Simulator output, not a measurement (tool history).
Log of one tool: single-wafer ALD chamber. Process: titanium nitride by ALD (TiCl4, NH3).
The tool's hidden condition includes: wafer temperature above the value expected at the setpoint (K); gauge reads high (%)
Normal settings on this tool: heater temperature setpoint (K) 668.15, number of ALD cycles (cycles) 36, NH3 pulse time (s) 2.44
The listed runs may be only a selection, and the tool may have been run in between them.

| run | day | heater temperature setpoint (K) | number of ALD cycles (cycles) | NH3 pulse time (s) | wafers since the last listed run | hours since the last thermocouple change | hours since the showerhead was replaced | hours since the gauge calibration | read-back reference wafer on the same gauge, thickness_nm | mean film thickness on the monitor wafer (nm) |
|---|---|---|---|---|---|---|---|---|---|---|
| 1 | 0 | 668.15 | 36 | 2.44 | 0 | 1157.6 | 2354.8 | 176 | 0.697 | 0.744 |
| 2 | 0.796 | 668.15 | 36 | 2.44 | 150 | 1176.7 | 2373.9 | 195.1 | 0.697 | 0.745 |
| 3 | 1.717 | 668.15 | 36 | 2.44 | 173 | 1198.8 | 2396 | 217.2 | 0.697 | 0.748 |
| 4 | 2.804 | 668.15 | 31 | 2.44 | 205 | 1224.9 | 2422.1 | 243.3 | 0.696 | 0.643 |
| 5 | 6.329 | 668.15 | 31 | 2.44 | 665 | 1309.5 | 2506.7 | 327.9 | 0.698 | 0.642 |
| 6 | 7.533 | 668.15 | 31 | 2.44 | 227 | 1338.4 | 2535.6 | 356.8 | 0.697 | 0.643 |
| 7 | 8.354 | 668.15 | 36 | 2.69 | 154 | 1358.1 | 2555.3 | 376.5 | 0.698 | 0.751 |
| 8 | 9.538 | 673.15 | 36 | 2.44 | 223 | 1386.5 | 2583.7 | 404.9 | 0.698 | 0.752 |
|  | 10.583 | thermocouple changed; heater temperature recalibrated |
| 9 | 10.604 | 668.15 | 34 | 2.44 | 138 | 0.5 | 2609.3 | 430.5 | 0.697 | 0.704 |
| 10 | 11.946 | 668.15 | 34 | 2.44 | 253 | 32.7 | 2641.5 | 462.7 | 0.697 | 0.706 |
| 11 | 12.754 | 682.15 | 30 | 2.44 | 152 | 52.1 | 2660.9 | 482.1 | 0.696 | 0.627 |
|  | 14.029 | gauge calibrated |
| 12 | 14.217 | 668.15 | 36 | 3.15 | 276 | 87.2 | 2696 | 4.5 | 0.697 | 0.753 |
|  | 14.942 | showerhead replaced |
| 13 | 15.542 | 668.15 | 36 | 2.44 | 187 | 119 | 14.4 | 36.3 | 0.696 | 0.747 |
| 14 | 16.35 | 668.15 | 36 | 3.15 | 152 | 138.4 | 33.8 | 55.7 | 0.698 | 0.755 |
| 15 | 17.312 | 660.15 | 36 | 1.58 | 181 | 161.5 | 56.9 | 78.8 | 0.697 | 0.731 |
| 16 | 18.058 | 674.15 | 42 | 1.85 | 140 | 179.4 | 74.8 | 96.7 | 0.697 | 0.87 |
| 17 | 19.483 | 678.15 | 41 | 2.76 | 269 | 213.6 | 109 | 130.9 | 0.698 | 0.859 |
| 18 | 20.571 | 674.15 | 38 | 2.44 | 205 | 239.7 | 135.1 | 157 | 0.698 | 0.789 |
| 19 | 21.288 | 681.15 | 36 | 2.44 | 135 | 256.9 | 152.3 | 174.2 | 0.697 | 0.752 |
| 20 | 22.012 | 654.15 | 36 | 2.44 | 136 | 274.3 | 169.7 | 191.6 | 0.698 | 0.739 |

Forecast each of these 3 alternatives for the next run:
| A | 22.033 | 658.15 | 36 | 2.44 | 3 | 274.8 | 170.2 | 192.1 | ? | ? |
| B | 22.033 | 668.15 | 31 | 3.16 | 3 | 274.8 | 170.2 | 192.1 | ? | ? |
| C | 22.033 | 668.15 | 38 | 2.44 | 3 | 274.8 | 170.2 | 192.1 | ? | ? |

| run | read-back reference wafer on the same gauge, thickness_nm | mean film thickness on the monitor wafer (nm) |
|---|---|---|
| A | 0.697 | 0.744 |
| B | 0.697 | 0.651 |
| C | 0.697 | 0.791 |
Stripped of hidden state, with their random variation kept, the same runs would have yielded:
| run | mean film thickness on the monitor wafer (nm) |
|---|---|
| A | 0.744 |
| B | 0.651 |
| C | 0.791 |
